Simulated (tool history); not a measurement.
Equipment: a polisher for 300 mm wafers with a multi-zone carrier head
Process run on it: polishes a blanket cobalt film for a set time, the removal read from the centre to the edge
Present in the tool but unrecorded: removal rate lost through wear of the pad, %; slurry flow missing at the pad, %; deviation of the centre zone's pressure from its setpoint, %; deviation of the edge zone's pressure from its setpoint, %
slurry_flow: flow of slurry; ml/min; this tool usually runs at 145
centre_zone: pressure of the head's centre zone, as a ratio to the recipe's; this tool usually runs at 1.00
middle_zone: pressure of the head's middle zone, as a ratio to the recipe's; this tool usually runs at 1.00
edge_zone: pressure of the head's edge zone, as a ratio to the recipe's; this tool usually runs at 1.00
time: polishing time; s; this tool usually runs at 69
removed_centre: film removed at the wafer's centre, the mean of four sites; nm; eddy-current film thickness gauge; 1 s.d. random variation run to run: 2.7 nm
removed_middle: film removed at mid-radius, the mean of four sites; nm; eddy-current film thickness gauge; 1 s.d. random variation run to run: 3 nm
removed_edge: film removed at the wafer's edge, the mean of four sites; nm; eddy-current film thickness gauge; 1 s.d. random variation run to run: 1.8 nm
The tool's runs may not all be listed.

| run | hour | slurry_flow | centre_zone | middle_zone | edge_zone | time | wafers since the last listed run | wafers polished on this pad | hours since the slurry nozzle was cleaned | hours since the centre zone pressure was calibrated | hours since the edge zone pressure was calibrated | hours since the carrier head's membrane was replaced | incoming thickness of the incoming film, nm | removed_centre | removed_middle | removed_edge |
|---|---|---|---|---|---|---|---|---|---|---|---|---|---|---|---|---|
| 1 | 0.0 | 145 | 1.00 | 1.00 | 1.00 | 62 | 0 | 37 | 498.1 | 191.9 | 178.7 | 1392.3 | 1153.7 | 197.2 | 204.1 | 203.6 |
|  | 37.8 | slurry nozzle cleaned |
| 2 | 58.7 | 145 | 1.00 | 1.00 | 1.00 | 69 | 358 | 395 | 20.9 | 250.6 | 237.4 | 1451.0 | 1149.1 | 246.0 | 240.9 | 237.5 |
| 3 | 121.5 | 145 | 1.00 | 1.00 | 1.00 | 69 | 390 | 785 | 83.7 | 313.4 | 300.2 | 1513.8 | 1160.2 | 242.0 | 243.3 | 236.9 |
| 4 | 181.3 | 145 | 1.00 | 1.00 | 1.00 | 69 | 371 | 1157 | 143.5 | 373.2 | 360.0 | 1573.6 | 1148.6 | 240.0 | 236.8 | 237.9 |
| 5 | 243.5 | 145 | 1.00 | 1.00 | 1.00 | 69 | 386 | 1543 | 205.7 | 435.4 | 422.2 | 1635.8 | 1149.4 | 234.1 | 237.3 | 233.4 |
|  | 271.0 | edge zone pressure recalibrated |
|  | 316.7 | centre zone pressure recalibrated |
| 6 | 340.7 | 170 | 1.00 | 1.09 | 1.00 | 69 | 579 | 2122 | 302.9 | 24.0 | 69.7 | 1733.0 | 1162.8 | 237.4 | 255.5 | 236.4 |
| 7 | 377.2 | 145 | 1.00 | 1.00 | 1.10 | 58 | 226 | 2349 | 339.4 | 60.5 | 106.2 | 1769.5 | 1159.5 | 193.9 | 194.4 | 205.2 |
|  | 438.4 | worn pad replaced by a new one |
| 8 | 441.3 | 145 | 1.07 | 1.00 | 1.00 | 69 | 373 | 17 | 403.5 | 124.6 | 170.3 | 1833.6 | 1159.6 | 243.3 | 227.9 | 229.3 |
| 9 | 495.4 | 145 | 1.00 | 1.00 | 1.00 | 69 | 336 | 354 | 457.6 | 178.7 | 224.4 | 1887.7 | 1148.9 | 227.7 | 228.5 | 230.4 |
|  | 532.7 | slurry nozzle cleaned |
|  | 544.1 | carrier head's membrane replaced by a new one |
| 10 | 599.4 | 170 | 1.00 | 1.00 | 1.00 | 69 | 608 | 962 | 66.7 | 282.7 | 328.4 | 55.3 | 1133.8 | 248.0 | 241.6 | 239.0 |
| 11 | 703.4 | 145 | 0.89 | 0.92 | 0.93 | 69 | 646 | 1609 | 170.7 | 386.7 | 432.4 | 159.3 | 1158.7 | 207.0 | 220.6 | 228.6 |
|  | 732.2 | centre zone pressure recalibrated |
|  | 766.9 | edge zone pressure recalibrated |
| 12 | 793.5 | 195 | 1.00 | 1.00 | 1.00 | 69 | 534 | 2144 | 260.8 | 61.3 | 26.6 | 249.4 | 1170.3 | 242.6 | 246.3 | 241.0 |
| 13 | 899.4 | 145 | 1.00 | 0.92 | 1.00 | 69 | 658 | 2802 | 366.7 | 167.2 | 132.5 | 355.3 | 1128.0 | 229.3 | 211.4 | 229.9 |
|  | 958.8 | worn pad replaced by a new one |
| 14 | 975.7 | 145 | 1.10 | 1.00 | 1.05 | 69 | 449 | 104 | 443.0 | 243.5 | 208.8 | 431.6 | 1143.0 | 244.7 | 223.6 | 234.6 |
|  | 1017.8 | slurry nozzle cleaned |
| 15 | 1046.8 | 145 | 1.00 | 0.95 | 1.00 | 69 | 435 | 540 | 29.0 | 314.6 | 279.9 | 502.7 | 1150.3 | 242.8 | 235.4 | 238.5 |
| 16 | 1136.5 | 145 | 1.00 | 1.09 | 1.00 | 69 | 557 | 1097 | 118.7 | 404.3 | 369.6 | 592.4 | 1155.8 | 244.7 | 258.0 | 234.1 |
|  | 1160.3 | centre zone pressure recalibrated |
| 17 | 1216.5 | 145 | 1.00 | 1.00 | 1.10 | 69 | 484 | 1582 | 198.7 | 56.2 | 449.6 | 672.4 | 1165.4 | 235.6 | 233.3 | 247.4 |
| 18 | 1302.0 | 145 | 1.00 | 1.00 | 1.00 | 69 | 531 | 2113 | 284.2 | 141.7 | 535.1 | 757.9 | 1124.2 | 238.5 | 233.3 | 236.0 |
|  | 1327.2 | edge zone pressure recalibrated |
| 19 | 1349.4 | 145 | 0.93 | 1.07 | 1.08 | 50 | 282 | 2395 | 331.6 | 189.1 | 22.2 | 805.3 | 1128.8 | 159.6 | 179.6 | 176.2 |
|  | 1449.7 | worn pad replaced by a new one |
| 20 | 1457.4 | 145 | 1.00 | 1.00 | 1.10 | 58 | 646 | 47 | 439.6 | 297.1 | 130.2 | 913.3 | 1153.6 | 192.5 | 193.0 | 204.9 |
| 21 | 1531.0 | 115 | 1.07 | 1.00 | 1.07 | 69 | 457 | 505 | 513.2 | 370.7 | 203.8 | 986.9 | 1136.0 | 230.1 | 221.5 | 228.0 |

What was the tool's hidden state at every run in the log?
removal rate lost through wear of the pad, %: 0 across all the runs
deviation of the centre zone's pressure from its setpoint, %: 0 across all the runs
deviation of the edge zone's pressure from its setpoint, %: 0 across all the runs
H1: slurry flow missing at the pad, %
| run | H1 |
|---|---|
| 1 | 39.9 |
| 2 | 6.53 |
| 3 | 11.2 |
| 4 | 15.6 |
| 5 | 20.2 |
| 6 | 27.4 |
| 7 | 30.1 |
| 8 | 34.9 |
| 9 | 38.9 |
| 10 | 11.5 |
| 11 | 19.2 |
| 12 | 25.9 |
| 13 | 33.7 |
| 14 | 39.4 |
| 15 | 2.28 |
| 16 | 8.93 |
| 17 | 14.9 |
| 18 | 21.2 |
| 19 | 24.7 |
| 20 | 32.7 |
| 21 | 38.2 |
